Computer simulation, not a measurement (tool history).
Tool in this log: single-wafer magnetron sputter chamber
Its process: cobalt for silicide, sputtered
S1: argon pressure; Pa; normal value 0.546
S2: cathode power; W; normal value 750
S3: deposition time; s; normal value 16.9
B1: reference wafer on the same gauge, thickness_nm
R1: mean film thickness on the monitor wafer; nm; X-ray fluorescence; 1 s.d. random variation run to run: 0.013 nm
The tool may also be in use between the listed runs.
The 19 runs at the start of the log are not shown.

At day 21.242: capacitance manometer re-zeroed and calibrated.
Run 20, day 21.546: usual settings but S1 0.381 Pa, S2 600 W, S3 19.8 s; B1 5.612. Result: R1 5.533 nm.
At day 22.421: sputter target and shields replaced.
Run 21, day 22.650: usual settings but S1 0.429 Pa, S2 950 W, S3 18.5 s; B1 5.607. Result: R1 8.194 nm.
Run 22, day 23.762: usual settings but S1 0.429 Pa, S2 950 W, S3 18.5 s; B1 5.613. Result: R1 8.200 nm.
Run 23, day 24.829: usual settings but S1 0.645 Pa; B1 5.610. Result: R1 5.471 nm.
Run 24, day 25.946: usual settings; B1 5.611. Result: R1 5.674 nm.
Run 25, day 27.088: usual settings but S1 0.705 Pa, S2 950 W; B1 5.609. Result: R1 6.798 nm.
Run 26, day 27.904: usual settings but S1 0.749 Pa, S2 900 W; B1 5.607. Result: R1 6.334 nm.
Run 27, day 29.288: usual settings; B1 5.613. Result: R1 5.623 nm.
Run 28, day 30.242: usual settings; B1 5.610. Result: R1 5.584 nm.
Run 29, day 31.538: usual settings; B1 5.608. Result: R1 5.593 nm.
Run 30, day 32.458: usual settings; B1 5.611. Result: R1 5.579 nm.

Alternative continuations, all from the tool just after run 30; predict every row:
Run A, day 32.475: usual settings but S1 0.657 Pa; B1 ?. Result: R1 ?.
Run B, day 32.475: usual settings but S2 650 W; B1 ?. Result: R1 ?.
Run C, day 32.475: usual settings but S1 0.668 Pa, S3 19.7 s; B1 ?. Result: R1 ?.
Run D, day 32.475: usual settings but S1 0.735 Pa, S2 900 W, S3 18.1 s; B1 ?. Result: R1 ?.

run     B1     R1
  A  5.610  5.384
  B  5.610  4.835
  C  5.610  6.254
  D  5.610  6.750
With no hidden state in the tool, these same runs would have given:
run     R1
  A  5.477
  B  4.919
  C  6.362
  D  6.867
